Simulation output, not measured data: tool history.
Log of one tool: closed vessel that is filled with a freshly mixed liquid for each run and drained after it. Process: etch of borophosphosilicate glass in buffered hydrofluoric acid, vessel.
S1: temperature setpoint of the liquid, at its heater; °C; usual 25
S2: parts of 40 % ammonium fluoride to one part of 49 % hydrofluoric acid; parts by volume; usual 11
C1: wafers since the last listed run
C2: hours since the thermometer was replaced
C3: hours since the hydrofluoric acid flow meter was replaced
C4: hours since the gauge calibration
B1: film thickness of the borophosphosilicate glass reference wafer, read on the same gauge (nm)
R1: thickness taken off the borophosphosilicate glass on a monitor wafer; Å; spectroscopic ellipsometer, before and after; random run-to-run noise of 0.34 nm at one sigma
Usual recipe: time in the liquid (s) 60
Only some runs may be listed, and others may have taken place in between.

Run 1, hour 0: usual settings; C1 0; C2 1118.4; C3 1768.2; C4 171.3; B1 40.02. Result: R1 1022.6 Å.
Run 2, hour 48.6: usual settings; C1 6449; C2 1167; C3 1816.8; C4 219.9; B1 39.99. Result: R1 1020.1 Å.
Run 3, hour 85.1: usual settings but S1 23.5 °C; C1 4843; C2 1203.5; C3 1853.3; C4 256.4; B1 39.98. Result: R1 938.6 Å.
Run 4, hour 116.7: usual settings but S1 23.5 °C; C1 4193; C2 1235.1; C3 1884.9; C4 288; B1 40. Result: R1 929.9 Å.
Run 5, hour 176.8: usual settings; C1 7975; C2 1295.2; C3 1945; C4 348.1; B1 39.99. Result: R1 1010.7 Å.
Run 6, hour 215.7: usual settings but time in the liquid (s) 35; C1 5162; C2 1334.1; C3 1983.9; C4 387; B1 39.95. Result: R1 587.2 Å.
Run 7, hour 240.3: usual settings but time in the liquid (s) 35; C1 3264; C2 1358.7; C3 2008.5; C4 411.6; B1 39.98. Result: R1 590.3 Å.
Run 8, hour 287.5: usual settings; C1 6263; C2 1405.9; C3 2055.7; C4 458.8; B1 40.01. Result: R1 1004.5 Å.
Run 9, hour 342.3: usual settings but S1 28 °C, S2 12.5 parts by volume; C1 7272; C2 1460.7; C3 2110.5; C4 513.6; B1 39.98. Result: R1 1036.1 Å.
At hour 380.4: thermometer replaced.
Run 10, hour 400.5: usual settings but S1 20.5 °C, S2 7 parts by volume, time in the liquid (s) 75; C1 7590; C2 20.1; C3 2168.7; C4 571.8; B1 40.06. Result: R1 1638.7 Å.
At hour 515.7: gauge calibrated.
At hour 533.9: hydrofluoric acid flow meter replaced.
Run 11, hour 562.2: usual settings but S2 13 parts by volume, time in the liquid (s) 80; C1 21325; C2 181.8; C3 28.3; C4 46.5; B1 40.07. Result: R1 1215.1 Å.
Run 12, hour 612.2: usual settings but S1 28.5 °C, S2 9.5 parts by volume, time in the liquid (s) 45; C1 6635; C2 231.8; C3 78.3; C4 96.5; B1 39.96. Result: R1 1099.4 Å.
Run 13, hour 676.4: usual settings; C1 8519; C2 296; C3 142.5; C4 160.7; B1 39.97. Result: R1 1069.9 Å.
Run 14, hour 713.6: usual settings but S1 28.5 °C, S2 13.5 parts by volume, time in the liquid (s) 45; C1 4936; C2 333.2; C3 179.7; C4 197.9; B1 40.03. Result: R1 788.1 Å.
Run 15, hour 750.2: usual settings; C1 4857; C2 369.8; C3 216.3; C4 234.5; B1 39.99. Result: R1 1071.8 Å.
Run 16, hour 793.7: usual settings but S1 21 °C; C1 5772; C2 413.3; C3 259.8; C4 278; B1 40.02. Result: R1 859.6 Å.

What if the next run were any one of these 3? Each begins from the tool's condition after run 16:
Run A, hour 794.4: usual settings but time in the liquid (s) 50; C1 92; C2 414; C3 260.5; C4 278.7; B1 ?. Result: R1 ?.
Run B, hour 794.4: usual settings but S2 15 parts by volume, time in the liquid (s) 50; C1 92; C2 414; C3 260.5; C4 278.7; B1 ?. Result: R1 ?.
Run C, hour 794.4: usual settings but S1 26.5 °C, S2 12.5 parts by volume, time in the liquid (s) 75; C1 92; C2 414; C3 260.5; C4 278.7; B1 ?. Result: R1 ?.

run  B1      R1
  A  40   884.7
  B  40     652
  C  40  1268.3
Stripped of hidden state, with their random variation kept, the same runs would have yielded:
run      R1
  A   903.9
  B   666.2
  C  1295.6

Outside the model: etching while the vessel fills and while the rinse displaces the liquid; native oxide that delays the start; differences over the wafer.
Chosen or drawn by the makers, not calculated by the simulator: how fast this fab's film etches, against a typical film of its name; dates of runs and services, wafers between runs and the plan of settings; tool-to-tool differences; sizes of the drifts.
